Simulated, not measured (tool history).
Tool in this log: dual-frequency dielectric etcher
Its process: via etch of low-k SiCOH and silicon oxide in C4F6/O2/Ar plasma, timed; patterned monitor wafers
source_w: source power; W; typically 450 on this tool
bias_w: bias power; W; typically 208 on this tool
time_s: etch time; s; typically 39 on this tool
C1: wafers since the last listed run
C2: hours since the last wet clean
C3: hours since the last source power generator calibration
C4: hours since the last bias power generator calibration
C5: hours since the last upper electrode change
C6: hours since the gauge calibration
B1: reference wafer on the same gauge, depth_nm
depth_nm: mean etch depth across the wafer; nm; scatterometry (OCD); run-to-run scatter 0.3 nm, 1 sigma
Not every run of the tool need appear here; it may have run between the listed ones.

Run 1, hour 0: usual settings; C1 0; C2 34.5; C3 3239.3; C4 3108.3; C5 4619.2; C6 3424.8; B1 107. Result: depth_nm 100 nm.
Run 2, hour 106: usual settings; C1 1660; C2 140.5; C3 3345.3; C4 3214.3; C5 4725.2; C6 3530.8; B1 107. Result: depth_nm 99.2 nm.
Run 3, hour 210: usual settings; C1 1629; C2 244.5; C3 3449.3; C4 3318.3; C5 4829.2; C6 3634.8; B1 107. Result: depth_nm 99 nm.
Run 4, hour 273.9: usual settings; C1 1001; C2 308.4; C3 3513.2; C4 3382.2; C5 4893.1; C6 3698.7; B1 106.9. Result: depth_nm 99.3 nm.
Run 5, hour 310.8: usual settings; C1 578; C2 345.3; C3 3550.1; C4 3419.1; C5 4930; C6 3735.6; B1 107. Result: depth_nm 99.1 nm.
Run 6, hour 356.7: usual settings; C1 719; C2 391.2; C3 3596; C4 3465; C5 4975.9; C6 3781.5; B1 107. Result: depth_nm 98.7 nm.
At hour 394.7: source power generator calibrated.
At hour 418.2: upper electrode replaced.
Run 7, hour 439.7: usual settings; C1 869; C2 474.2; C3 45; C4 3548; C5 21.5; C6 3864.5; B1 107.1. Result: depth_nm 100.2 nm.
Run 8, hour 480: usual settings; C1 631; C2 514.5; C3 85.3; C4 3588.3; C5 61.8; C6 3904.8; B1 106.9. Result: depth_nm 99.5 nm.
Run 9, hour 579.1: usual settings; C1 1552; C2 613.6; C3 184.4; C4 3687.4; C5 160.9; C6 4003.9; B1 107. Result: depth_nm 99.5 nm.
At hour 624.5: wet clean of the chamber.
Run 10, hour 676.2: usual settings but source_w 410 W, bias_w 247 W, time_s 44.5 s; C1 1145; C2 51.7; C3 281.5; C4 3784.5; C5 258; C6 4101; B1 107. Result: depth_nm 117.1 nm.
Run 11, hour 767.4: usual settings but source_w 500 W, bias_w 188 W, time_s 36 s; C1 1429; C2 142.9; C3 372.7; C4 3875.7; C5 349.2; C6 4192.2; B1 107. Result: depth_nm 94.8 nm.
Run 12, hour 815.6: usual settings but source_w 550 W, bias_w 192 W, time_s 28.5 s; C1 755; C2 191.1; C3 420.9; C4 3923.9; C5 397.4; C6 4240.4; B1 107. Result: depth_nm 76.8 nm.
Run 13, hour 882.8: usual settings but source_w 480 W, bias_w 226 W, time_s 43 s; C1 1052; C2 258.3; C3 488.1; C4 3991.1; C5 464.6; C6 4307.6; B1 107.1. Result: depth_nm 115.6 nm.
Run 14, hour 924.3: usual settings but source_w 380 W, bias_w 159 W, time_s 36 s; C1 650; C2 299.8; C3 529.6; C4 4032.6; C5 506.1; C6 4349.1; B1 107. Result: depth_nm 83.2 nm.
Run 15, hour 961.9: usual settings but bias_w 254 W, time_s 45 s; C1 589; C2 337.4; C3 567.2; C4 4070.2; C5 543.7; C6 4386.7; B1 107. Result: depth_nm 120.6 nm.
Run 16, hour 1049.6: usual settings but source_w 390 W, bias_w 251 W, time_s 32.5 s; C1 1374; C2 425.1; C3 654.9; C4 4157.9; C5 631.4; C6 4474.4; B1 107. Result: depth_nm 83 nm.
Run 17, hour 1125.3: usual settings but source_w 350 W; C1 1186; C2 500.8; C3 730.6; C4 4233.6; C5 707.1; C6 4550.1; B1 107. Result: depth_nm 92 nm.
At hour 1165.6: bias power generator calibrated.
At hour 1223.3: gauge calibrated.
Run 18, hour 1229.2: usual settings; C1 1565; C2 604.7; C3 834.5; C4 63.6; C5 811; C6 5.9; B1 107. Result: depth_nm 98.9 nm.
At hour 1262.9: wet clean of the chamber.
Run 19, hour 1312.6: usual settings but source_w 530 W, time_s 32.5 s; C1 930; C2 49.7; C3 917.9; C4 147; C5 894.4; C6 89.3; B1 107. Result: depth_nm 88.4 nm.
Run 20, hour 1415: usual settings but source_w 360 W; C1 1604; C2 152.1; C3 1020.3; C4 249.4; C5 996.8; C6 191.7; B1 107. Result: depth_nm 93.8 nm.
Run 21, hour 1714.2: usual settings but source_w 510 W, bias_w 234 W, time_s 47.5 s; C1 4688; C2 451.3; C3 1319.5; C4 548.6; C5 1296; C6 490.9; B1 107. Result: depth_nm 129.2 nm.
Run 22, hour 1769.2: usual settings but source_w 350 W; C1 861; C2 506.3; C3 1374.5; C4 603.6; C5 1351; C6 545.9; B1 107. Result: depth_nm 91.7 nm.

Predict the results of run 23:
Run 23, hour 1818.2: usual settings but bias_w 193 W, time_s 30 s; C1 767; C2 555.3; C3 1423.5; C4 652.6; C5 1400; C6 594.9; B1 ?. Result: depth_nm ?.

{"run 23": {"B1": 107.1, "depth_nm": 74.7}}
With the hidden condition absent and the run-to-run variation left alone, this run would have shown depth_nm 76.9 nm.

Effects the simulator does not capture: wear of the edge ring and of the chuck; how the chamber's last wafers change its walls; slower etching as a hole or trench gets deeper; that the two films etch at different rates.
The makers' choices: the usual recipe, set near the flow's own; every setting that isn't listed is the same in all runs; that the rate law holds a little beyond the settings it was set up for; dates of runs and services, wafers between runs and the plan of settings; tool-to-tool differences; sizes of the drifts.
